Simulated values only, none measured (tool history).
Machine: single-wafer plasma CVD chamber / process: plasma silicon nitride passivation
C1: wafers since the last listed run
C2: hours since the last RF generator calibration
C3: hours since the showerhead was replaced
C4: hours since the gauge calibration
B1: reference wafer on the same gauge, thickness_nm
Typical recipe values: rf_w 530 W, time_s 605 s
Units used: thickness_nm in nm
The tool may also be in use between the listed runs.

Run 1, hour 0.0: usual settings; C1 0; C2 164.7; C3 1506.0; C4 157.4; B1 888.903. Result: thickness_nm 901.205 nm.
Run 2, hour 65.3: usual settings; C1 151; C2 230.0; C3 1571.3; C4 222.7; B1 888.635. Result: thickness_nm 899.999 nm.
Run 3, hour 104.0: usual settings; C1 89; C2 268.7; C3 1610.0; C4 261.4; B1 889.352. Result: thickness_nm 894.007 nm.
Run 4, hour 156.7: usual settings; C1 121; C2 321.4; C3 1662.7; C4 314.1; B1 889.993. Result: thickness_nm 906.317 nm.
Run 5, hour 203.2: usual settings; C1 107; C2 367.9; C3 1709.2; C4 360.6; B1 890.715. Result: thickness_nm 899.008 nm.
Run 6, hour 297.8: usual settings but rf_w 480 W; C1 218; C2 462.5; C3 1803.8; C4 455.2; B1 892.054. Result: thickness_nm 856.148 nm.
Run 7, hour 362.8: usual settings but rf_w 455 W; C1 150; C2 527.5; C3 1868.8; C4 520.2; B1 891.217. Result: thickness_nm 826.591 nm.
Run 8, hour 426.1: usual settings but rf_w 455 W; C1 146; C2 590.8; C3 1932.1; C4 583.5; B1 892.821. Result: thickness_nm 826.821 nm.
Run 9, hour 521.6: usual settings; C1 220; C2 686.3; C3 2027.6; C4 679.0; B1 893.763. Result: thickness_nm 900.129 nm.
At hour 615.9: RF generator calibrated.
Run 10, hour 619.6: usual settings; C1 208; C2 3.7; C3 2125.6; C4 777.0; B1 894.712. Result: thickness_nm 904.240 nm.
Run 11, hour 665.8: usual settings; C1 106; C2 49.9; C3 2171.8; C4 823.2; B1 894.623. Result: thickness_nm 904.614 nm.
Run 12, hour 984.0: usual settings; C1 735; C2 368.1; C3 2490.0; C4 1141.4; B1 897.805. Result: thickness_nm 909.446 nm.
Run 13, hour 1074.5: usual settings; C1 209; C2 458.6; C3 2580.5; C4 1231.9; B1 898.741. Result: thickness_nm 903.550 nm.
Run 14, hour 1373.6: usual settings; C1 691; C2 757.7; C3 2879.6; C4 1531.0; B1 902.105. Result: thickness_nm 911.963 nm.
At hour 1442.2: RF generator calibrated.
Run 15, hour 1442.7: usual settings; C1 141; C2 0.5; C3 2948.7; C4 1600.1; B1 902.771. Result: thickness_nm 917.318 nm.
Run 16, hour 1528.9: usual settings; C1 199; C2 86.7; C3 3034.9; C4 1686.3; B1 903.074. Result: thickness_nm 911.085 nm.
Run 17, hour 1608.5: usual settings; C1 184; C2 166.3; C3 3114.5; C4 1765.9; B1 904.195. Result: thickness_nm 911.232 nm.
Run 18, hour 1864.6: usual settings but rf_w 560 W, time_s 560 s; C1 592; C2 422.4; C3 3370.6; C4 2022.0; B1 906.581. Result: thickness_nm 867.765 nm.
Run 19, hour 1946.0: usual settings but rf_w 575 W, time_s 638 s; C1 188; C2 503.8; C3 3452.0; C4 2103.4; B1 907.300. Result: thickness_nm 1003.109 nm.
Run 20, hour 2026.0: usual settings but rf_w 425 W, time_s 514 s; C1 185; C2 583.8; C3 3532.0; C4 2183.4; B1 907.823. Result: thickness_nm 685.045 nm.
Run 21, hour 2071.3: usual settings but rf_w 450 W, time_s 714 s; C1 104; C2 629.1; C3 3577.3; C4 2228.7; B1 908.252. Result: thickness_nm 987.122 nm.
At hour 2097.9: showerhead replaced.
Run 22, hour 2156.6: usual settings but rf_w 580 W, time_s 545 s; C1 178; C2 714.4; C3 58.7; C4 2314.0; B1 908.828. Result: thickness_nm 870.501 nm.
At hour 2199.4: gauge calibrated.
Run 23, hour 2206.6: usual settings but rf_w 630 W, time_s 675 s; C1 115; C2 764.4; C3 108.7; C4 7.2; B1 890.623. Result: thickness_nm 1090.428 nm.
Run 24, hour 2266.3: usual settings but rf_w 590 W, time_s 530 s; C1 138; C2 824.1; C3 168.4; C4 66.9; B1 891.555. Result: thickness_nm 830.467 nm.
At hour 2346.8: RF generator calibrated.
Run 25, hour 2356.5: usual settings; C1 190; C2 9.7; C3 258.6; C4 157.1; B1 891.905. Result: thickness_nm 899.961 nm.
Run 26, hour 2439.8: usual settings but rf_w 560 W, time_s 650 s; C1 192; C2 93.0; C3 341.9; C4 240.4; B1 892.684. Result: thickness_nm 990.955 nm.
Run 27, hour 2510.4: usual settings but rf_w 625 W, time_s 486 s; C1 163; C2 163.6; C3 412.5; C4 311.0; B1 893.446. Result: thickness_nm 790.810 nm.
Run 28, hour 2552.6: usual settings; C1 97; C2 205.8; C3 454.7; C4 353.2; B1 893.231. Result: thickness_nm 900.837 nm.
Run 29, hour 2649.6: usual settings but rf_w 480 W; C1 224; C2 302.8; C3 551.7; C4 450.2; B1 894.693. Result: thickness_nm 856.725 nm.
Run 30, hour 2944.9: usual settings but rf_w 625 W, time_s 486 s; C1 683; C2 598.1; C3 847.0; C4 745.5; B1 897.741. Result: thickness_nm 789.025 nm.
Run 31, hour 3034.4: usual settings but rf_w 475 W; C1 207; C2 687.6; C3 936.5; C4 835.0; B1 898.454. Result: thickness_nm 862.406 nm.
Run 32, hour 3140.7: usual settings; C1 245; C2 793.9; C3 1042.8; C4 941.3; B1 899.369. Result: thickness_nm 912.582 nm.
At hour 3148.9: RF generator calibrated.
Run 33, hour 3203.3: usual settings but time_s 700 s; C1 126; C2 54.4; C3 1105.4; C4 1003.9; B1 900.150. Result: thickness_nm 1045.793 nm.
Run 34, hour 3268.5: usual settings but rf_w 460 W, time_s 489 s; C1 150; C2 119.6; C3 1170.6; C4 1069.1; B1 900.135. Result: thickness_nm 676.677 nm.
Run 35, hour 3331.6: usual settings; C1 145; C2 182.7; C3 1233.7; C4 1132.2; B1 901.593. Result: thickness_nm 903.270 nm.

Below, each run's measurement less what the same run would have read without the hidden state. Both values contain the same run-to-run variation, but the gauge's scatter may not be the same in both:
The hidden state here: delivered RF power above the setpoint (%); gauge reads high (%).
run  thickness_nm
  1        -0.512
  2        +0.128
  3        +0.504
  4        +1.029
  5        +1.475
  6        +2.283
  7        +2.785
  8        +3.351
  9        +4.575
 10        +5.549
 11        +6.001
 12        +9.130
 13        +9.942
 14       +12.929
 15       +13.675
 16       +14.411
 17       +15.177
 18       +16.786
 19       +20.257
 20       +14.406
 21       +21.225
 22       +19.491
 23        +1.875
 24        +1.966
 25        +3.008
 26        +4.205
 27        +3.957
 28        +4.917
 29        +5.570
 30        +7.625
 31        +9.158
 32       +10.722
 33       +12.983
 34        +8.869
 35       +12.442
